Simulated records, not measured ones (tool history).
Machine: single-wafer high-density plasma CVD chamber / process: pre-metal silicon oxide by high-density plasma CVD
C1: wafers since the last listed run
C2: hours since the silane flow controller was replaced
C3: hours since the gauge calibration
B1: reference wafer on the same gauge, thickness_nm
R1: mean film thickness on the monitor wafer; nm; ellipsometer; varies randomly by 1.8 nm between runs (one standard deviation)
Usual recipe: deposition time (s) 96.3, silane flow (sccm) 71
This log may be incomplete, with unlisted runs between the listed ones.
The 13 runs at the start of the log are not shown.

-- hour=307.4 gauge calibrated
run 14 hour=312.1 | deposition_time_(s)=96.3 silane_flow_(sccm)=71 | C1=116 C2=2335.1 C3=4.7 | B1=784.073 | R1=699.464
run 15 hour=418.1 | deposition_time_(s)=96.3 silane_flow_(sccm)=71 | C1=1015 C2=2441.1 C3=110.7 | B1=783.848 | R1=698.582
run 16 hour=452.0 | deposition_time_(s)=96.3 silane_flow_(sccm)=71 | C1=324 C2=2475.0 C3=144.6 | B1=783.572 | R1=696.355
run 17 hour=486.3 | deposition_time_(s)=96.3 silane_flow_(sccm)=71 | C1=328 C2=2509.3 C3=178.9 | B1=784.614 | R1=696.607
run 18 hour=510.3 | deposition_time_(s)=96.3 silane_flow_(sccm)=71 | C1=229 C2=2533.3 C3=202.9 | B1=784.077 | R1=698.015
run 19 hour=545.3 | deposition_time_(s)=114.2 silane_flow_(sccm)=71 | C1=335 C2=2568.3 C3=237.9 | B1=784.232 | R1=825.042
run 20 hour=559.0 | deposition_time_(s)=96.3 silane_flow_(sccm)=71 | C1=131 C2=2582.0 C3=251.6 | B1=784.736 | R1=695.194
run 21 hour=585.0 | deposition_time_(s)=102.4 silane_flow_(sccm)=75 | C1=249 C2=2608.0 C3=277.6 | B1=784.547 | R1=780.249
run 22 hour=609.3 | deposition_time_(s)=77.6 silane_flow_(sccm)=81 | C1=232 C2=2632.3 C3=301.9 | B1=783.834 | R1=637.163
run 23 hour=622.7 | deposition_time_(s)=90.7 silane_flow_(sccm)=65 | C1=128 C2=2645.7 C3=315.3 | B1=784.462 | R1=599.992
run 24 hour=651.9 | deposition_time_(s)=96.3 silane_flow_(sccm)=66 | C1=279 C2=2674.9 C3=344.5 | B1=783.866 | R1=647.449
run 25 hour=673.2 | deposition_time_(s)=112.7 silane_flow_(sccm)=71 | C1=204 C2=2696.2 C3=365.8 | B1=784.890 | R1=816.516
run 26 hour=705.9 | deposition_time_(s)=96.3 silane_flow_(sccm)=59 | C1=313 C2=2728.9 C3=398.5 | B1=784.263 | R1=577.328
-- hour=730.2 silane flow controller replaced
run 27 hour=730.7 | deposition_time_(s)=96.3 silane_flow_(sccm)=71 | C1=160 C2=0.5 C3=423.3 | B1=783.602 | R1=662.551
run 28 hour=738.7 | deposition_time_(s)=80.0 silane_flow_(sccm)=63 | C1=76 C2=8.5 C3=431.3 | B1=784.211 | R1=489.360
run 29 hour=769.7 | deposition_time_(s)=112.6 silane_flow_(sccm)=58 | C1=296 C2=39.5 C3=462.3 | B1=783.914 | R1=634.201
run 30 hour=783.0 | deposition_time_(s)=96.3 silane_flow_(sccm)=71 | C1=127 C2=52.8 C3=475.6 | B1=783.671 | R1=666.763
run 31 hour=811.8 | deposition_time_(s)=96.3 silane_flow_(sccm)=71 | C1=275 C2=81.6 C3=504.4 | B1=784.484 | R1=663.612
run 32 hour=898.9 | deposition_time_(s)=96.3 silane_flow_(sccm)=67 | C1=834 C2=168.7 C3=591.5 | B1=784.317 | R1=629.228
run 33 hour=933.7 | deposition_time_(s)=101.4 silane_flow_(sccm)=61 | C1=333 C2=203.5 C3=626.3 | B1=784.735 | R1=604.007
run 34 hour=948.2 | deposition_time_(s)=96.3 silane_flow_(sccm)=82 | C1=138 C2=218.0 C3=640.8 | B1=784.120 | R1=771.973
run 35 hour=974.7 | deposition_time_(s)=91.2 silane_flow_(sccm)=77 | C1=253 C2=244.5 C3=667.3 | B1=783.112 | R1=685.342
run 36 hour=1010.2 | deposition_time_(s)=96.3 silane_flow_(sccm)=71 | C1=340 C2=280.0 C3=702.8 | B1=784.450 | R1=671.980

Consider 3 possible next runs. They are alternatives, not a sequence: every one starts from the tool as it was left by run 36. What does each give?
run A hour=1010.6 | deposition_time_(s)=96.3 silane_flow_(sccm)=71 | C1=3 C2=280.4 C3=703.2 | B1=? | R1=?
run B hour=1010.6 | deposition_time_(s)=81.9 silane_flow_(sccm)=66 | C1=3 C2=280.4 C3=703.2 | B1=? | R1=?
run C hour=1010.6 | deposition_time_(s)=103.0 silane_flow_(sccm)=82 | C1=3 C2=280.4 C3=703.2 | B1=? | R1=?

run=A B1=784.406 R1=669.685
run=B B1=784.406 R1=529.436
run=C B1=784.406 R1=827.250
Stripped of hidden state, with their random variation kept, the same runs would have yielded:
run=A R1=660.644
run=B R1=522.289
run=C R1=816.082
